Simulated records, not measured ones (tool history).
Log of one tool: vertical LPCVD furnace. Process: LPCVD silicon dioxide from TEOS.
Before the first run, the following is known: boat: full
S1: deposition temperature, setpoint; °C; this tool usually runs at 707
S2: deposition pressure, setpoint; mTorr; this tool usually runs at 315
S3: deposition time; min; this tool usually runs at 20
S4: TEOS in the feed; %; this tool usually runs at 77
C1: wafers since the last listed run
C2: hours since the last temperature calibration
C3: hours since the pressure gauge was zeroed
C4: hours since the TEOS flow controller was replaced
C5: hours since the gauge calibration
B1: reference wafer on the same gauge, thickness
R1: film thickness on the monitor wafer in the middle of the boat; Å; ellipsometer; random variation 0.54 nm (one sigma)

| run | hour | S1 | S2 | S3 | S4 | C1 | C2 | C3 | C4 | C5 | B1 | R1 |
|---|---|---|---|---|---|---|---|---|---|---|---|---|
| 1 | 0 | 707 | 315 | 22 | 66 | 0 | 2743.4 | 1309.8 | 2041.5 | 277.2 | 186.21 | 2290.2 |
| 2 | 31.6 | 707 | 315 | 22 | 66 | 492 | 2775 | 1341.4 | 2073.1 | 308.8 | 185.74 | 2281.6 |
| 3 | 60.3 | 707 | 315 | 22 | 66 | 447 | 2803.7 | 1370.1 | 2101.8 | 337.5 | 186.23 | 2286 |
| 4 | 79 | 707 | 315 | 20 | 77 | 291 | 2822.4 | 1388.8 | 2120.5 | 356.2 | 185.96 | 2239.3 |
| 5 | 98.9 | 707 | 315 | 20 | 81 | 310 | 2842.3 | 1408.7 | 2140.4 | 376.1 | 186.11 | 2310.9 |
| 6 | 134.4 | 707 | 315 | 20 | 81 | 553 | 2877.8 | 1444.2 | 2175.9 | 411.6 | 186.06 | 2300.2 |
| 7 | 148.3 | 707 | 315 | 20 | 81 | 216 | 2891.7 | 1458.1 | 2189.8 | 425.5 | 186.03 | 2304.3 |
|  | 173.4 | TEOS flow controller replaced |
| 8 | 182.9 | 707 | 315 | 20 | 84 | 165 | 2926.3 | 1492.7 | 9.5 | 460.1 | 186.2 | 2352.3 |
| 9 | 218.8 | 707 | 315 | 20 | 84 | 560 | 2962.2 | 1528.6 | 45.4 | 496 | 185.8 | 2345.6 |
|  | 224.5 | gauge calibrated |
| 10 | 251.2 | 707 | 315 | 20 | 84 | 505 | 2994.6 | 1561 | 77.8 | 26.7 | 185.92 | 2340.9 |
|  | 277 | thermocouples replaced and temperature profile calibrated |
| 11 | 277.5 | 707 | 315 | 20 | 81 | 35 | 0.5 | 1587.3 | 104.1 | 53 | 186.19 | 2082.2 |
| 12 | 282.5 | 707 | 315 | 20 | 68 | 78 | 5.5 | 1592.3 | 109.1 | 58 | 186.25 | 1918.3 |
|  | 318.8 | pressure gauge zeroed |
| 13 | 319.3 | 707 | 280 | 27.5 | 73 | 199 | 42.3 | 0.5 | 145.9 | 94.8 | 185.89 | 2565.6 |
| 14 | 329.9 | 707 | 315 | 20 | 81 | 165 | 52.9 | 11.1 | 156.5 | 105.4 | 186.02 | 2097.1 |
| 15 | 356.9 | 700 | 335 | 26 | 77 | 421 | 79.9 | 38.1 | 183.5 | 132.4 | 185.91 | 2330.7 |
| 16 | 372.4 | 707 | 315 | 20 | 77 | 241 | 95.4 | 53.6 | 199 | 147.9 | 186.16 | 2046.3 |
| 17 | 406.6 | 707 | 260 | 26.5 | 91 | 533 | 129.6 | 87.8 | 233.2 | 182.1 | 186.01 | 2694.6 |
| 18 | 421.4 | 707 | 315 | 20 | 84 | 230 | 144.4 | 102.6 | 248 | 196.9 | 186.28 | 2148.8 |
| 19 | 435.9 | 707 | 315 | 20 | 90 | 226 | 158.9 | 117.1 | 262.5 | 211.4 | 185.74 | 2226.4 |
| 20 | 454.7 | 715 | 350 | 20 | 83 | 293 | 177.7 | 135.9 | 281.3 | 230.2 | 186.08 | 2700.8 |

Here are 5 independent what-if runs from the current tool condition. What would each one return?
| A | 459.6 | 707 | 365 | 20 | 77 | 76 | 182.6 | 140.8 | 286.2 | 235.1 | ? | ? |
| B | 459.6 | 710 | 315 | 20 | 77 | 76 | 182.6 | 140.8 | 286.2 | 235.1 | ? | ? |
| C | 459.6 | 707 | 315 | 25 | 91 | 76 | 182.6 | 140.8 | 286.2 | 235.1 | ? | ? |
| D | 459.6 | 707 | 315 | 20 | 64 | 76 | 182.6 | 140.8 | 286.2 | 235.1 | ? | ? |
| E | 459.6 | 713 | 315 | 20 | 92 | 76 | 182.6 | 140.8 | 286.2 | 235.1 | ? | ? |

| run | B1 | R1 |
|---|---|---|
| A | 186.2 | 2218.9 |
| B | 186.2 | 2207.3 |
| C | 186.2 | 2801.1 |
| D | 186.2 | 1879.3 |
| E | 186.2 | 2582.5 |
With the hidden condition removed and each run's random variation left untouched, the same runs would have given:
| run | R1 |
|---|---|
| A | 2173.2 |
| B | 2162.1 |
| C | 2743.4 |
| D | 1840.6 |
| E | 2530 |

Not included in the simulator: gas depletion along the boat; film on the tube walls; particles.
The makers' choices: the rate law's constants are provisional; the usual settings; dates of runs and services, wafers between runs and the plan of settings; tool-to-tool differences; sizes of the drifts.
